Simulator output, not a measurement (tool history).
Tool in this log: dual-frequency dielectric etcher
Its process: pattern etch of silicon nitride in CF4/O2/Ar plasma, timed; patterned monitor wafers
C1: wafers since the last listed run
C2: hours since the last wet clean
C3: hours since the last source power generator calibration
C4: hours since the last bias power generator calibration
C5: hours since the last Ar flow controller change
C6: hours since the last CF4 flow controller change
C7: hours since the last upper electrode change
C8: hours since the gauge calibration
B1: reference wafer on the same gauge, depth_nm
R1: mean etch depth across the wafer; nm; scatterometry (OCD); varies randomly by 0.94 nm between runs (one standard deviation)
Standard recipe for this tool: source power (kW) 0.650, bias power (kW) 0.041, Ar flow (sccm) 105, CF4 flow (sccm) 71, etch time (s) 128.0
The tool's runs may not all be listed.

Run 1, hour 0.0: usual settings; C1 0; C2 182.2; C3 2548.0; C4 1617.7; C5 3923.5; C6 4436.5; C7 2617.5; C8 245.3; B1 286.5. Result: R1 250.3 nm.
Run 2, hour 62.7: usual settings; C1 675; C2 244.9; C3 2610.7; C4 1680.4; C5 3986.2; C6 4499.2; C7 2680.2; C8 308.0; B1 286.0. Result: R1 254.7 nm.
Run 3, hour 92.2: usual settings; C1 318; C2 274.4; C3 2640.2; C4 1709.9; C5 4015.7; C6 4528.7; C7 2709.7; C8 337.5; B1 286.1. Result: R1 254.8 nm.
At hour 163.0: wet clean of the chamber.
Run 4, hour 163.5: usual settings; C1 509; C2 0.5; C3 2711.5; C4 1781.2; C5 4087.0; C6 4600.0; C7 2781.0; C8 408.8; B1 285.7. Result: R1 261.8 nm.
Run 5, hour 201.5: usual settings; C1 409; C2 38.5; C3 2749.5; C4 1819.2; C5 4125.0; C6 4638.0; C7 2819.0; C8 446.8; B1 286.0. Result: R1 261.8 nm.
Run 6, hour 260.1: usual settings; C1 631; C2 97.1; C3 2808.1; C4 1877.8; C5 4183.6; C6 4696.6; C7 2877.6; C8 505.4; B1 286.2. Result: R1 261.5 nm.
Run 7, hour 314.1: usual settings; C1 582; C2 151.1; C3 2862.1; C4 1931.8; C5 4237.6; C6 4750.6; C7 2931.6; C8 559.4; B1 286.2. Result: R1 263.4 nm.
At hour 390.6: wet clean of the chamber, repeated, since the last time left the tool worse.
Run 8, hour 391.1: usual settings; C1 571; C2 0.5; C3 2939.1; C4 2008.8; C5 4314.6; C6 4827.6; C7 3008.6; C8 636.4; B1 286.4. Result: R1 246.9 nm.
Run 9, hour 412.0: usual settings; C1 225; C2 21.4; C3 2960.0; C4 2029.7; C5 4335.5; C6 4848.5; C7 3029.5; C8 657.3; B1 286.0. Result: R1 249.0 nm.
Run 10, hour 440.8: usual settings; C1 310; C2 50.2; C3 2988.8; C4 2058.5; C5 4364.3; C6 4877.3; C7 3058.3; C8 686.1; B1 286.4. Result: R1 251.2 nm.
Run 11, hour 480.7: usual settings but source power (kW) 0.730; C1 430; C2 90.1; C3 3028.7; C4 2098.4; C5 4404.2; C6 4917.2; C7 3098.2; C8 726.0; B1 285.8. Result: R1 271.8 nm.
At hour 503.9: CF4 flow controller replaced.
Run 12, hour 510.4: usual settings but source power (kW) 0.770; C1 255; C2 119.8; C3 3058.4; C4 2128.1; C5 4433.9; C6 6.5; C7 3127.9; C8 755.7; B1 286.4. Result: R1 282.4 nm.
Run 13, hour 565.2: usual settings but source power (kW) 0.700, bias power (kW) 0.047, Ar flow (sccm) 130, CF4 flow (sccm) 59; C1 590; C2 174.6; C3 3113.2; C4 2182.9; C5 4488.7; C6 61.3; C7 3182.7; C8 810.5; B1 286.0. Result: R1 270.8 nm.
At hour 575.7: bias power generator calibrated.
At hour 594.2: gauge calibrated.
At hour 602.5: upper electrode replaced.
Run 14, hour 603.0: usual settings but source power (kW) 0.580, Ar flow (sccm) 98, etch time (s) 157.5; C1 105; C2 212.4; C3 3151.0; C4 27.3; C5 4526.5; C6 99.1; C7 0.5; C8 8.8; B1 285.7. Result: R1 288.8 nm.
Run 15, hour 618.2: usual settings; C1 163; C2 227.6; C3 3166.2; C4 42.5; C5 4541.7; C6 114.3; C7 15.7; C8 24.0; B1 286.3. Result: R1 253.8 nm.
Run 16, hour 643.6: usual settings; C1 273; C2 253.0; C3 3191.6; C4 67.9; C5 4567.1; C6 139.7; C7 41.1; C8 49.4; B1 285.9. Result: R1 253.5 nm.
At hour 697.2: wet clean of the chamber.
Run 17, hour 697.7: usual settings but bias power (kW) 0.036, Ar flow (sccm) 94; C1 324; C2 0.5; C3 3245.7; C4 122.0; C5 4621.2; C6 193.8; C7 95.2; C8 103.5; B1 285.8. Result: R1 236.0 nm.
At hour 708.4: Ar flow controller replaced.
At hour 733.7: source power generator calibrated.
Run 18, hour 744.5: usual settings but bias power (kW) 0.049, etch time (s) 105.5; C1 396; C2 47.3; C3 10.8; C4 168.8; C5 36.1; C6 240.6; C7 142.0; C8 150.3; B1 286.1. Result: R1 224.3 nm.
Run 19, hour 806.5: usual settings but CF4 flow (sccm) 59; C1 668; C2 109.3; C3 72.8; C4 230.8; C5 98.1; C6 302.6; C7 204.0; C8 212.3; B1 285.7. Result: R1 243.3 nm.
Run 20, hour 871.8: usual settings but source power (kW) 0.600, bias power (kW) 0.035; C1 703; C2 174.6; C3 138.1; C4 296.1; C5 163.4; C6 367.9; C7 269.3; C8 277.6; B1 285.9. Result: R1 221.8 nm.
Run 21, hour 898.5: usual settings but bias power (kW) 0.048, CF4 flow (sccm) 83, etch time (s) 163.5; C1 287; C2 201.3; C3 164.8; C4 322.8; C5 190.1; C6 394.6; C7 296.0; C8 304.3; B1 286.6. Result: R1 351.3 nm.
Run 22, hour 926.2: usual settings but bias power (kW) 0.045, Ar flow (sccm) 123, CF4 flow (sccm) 82; C1 298; C2 229.0; C3 192.5; C4 350.5; C5 217.8; C6 422.3; C7 323.7; C8 332.0; B1 286.5. Result: R1 266.0 nm.

3 ways to go on from here, each from the tool as it stands after run 22. What would each give?
Run A, hour 926.7: usual settings but source power (kW) 0.570; C1 5; C2 229.5; C3 193.0; C4 351.0; C5 218.3; C6 422.8; C7 324.2; C8 332.5; B1 ?. Result: R1 ?.
Run B, hour 926.7: usual settings but Ar flow (sccm) 83, etch time (s) 90.5; C1 5; C2 229.5; C3 193.0; C4 351.0; C5 218.3; C6 422.8; C7 324.2; C8 332.5; B1 ?. Result: R1 ?.
Run C, hour 926.7: usual settings but bias power (kW) 0.036, etch time (s) 160.0; C1 5; C2 229.5; C3 193.0; C4 351.0; C5 218.3; C6 422.8; C7 324.2; C8 332.5; B1 ?. Result: R1 ?.

run     B1     R1
  A  286.0  231.6
  B  286.0  182.9
  C  286.0  297.7
What these runs would have given with no unlogged condition in the tool:
run     R1
  A  227.4
  B  179.5
  C  292.2

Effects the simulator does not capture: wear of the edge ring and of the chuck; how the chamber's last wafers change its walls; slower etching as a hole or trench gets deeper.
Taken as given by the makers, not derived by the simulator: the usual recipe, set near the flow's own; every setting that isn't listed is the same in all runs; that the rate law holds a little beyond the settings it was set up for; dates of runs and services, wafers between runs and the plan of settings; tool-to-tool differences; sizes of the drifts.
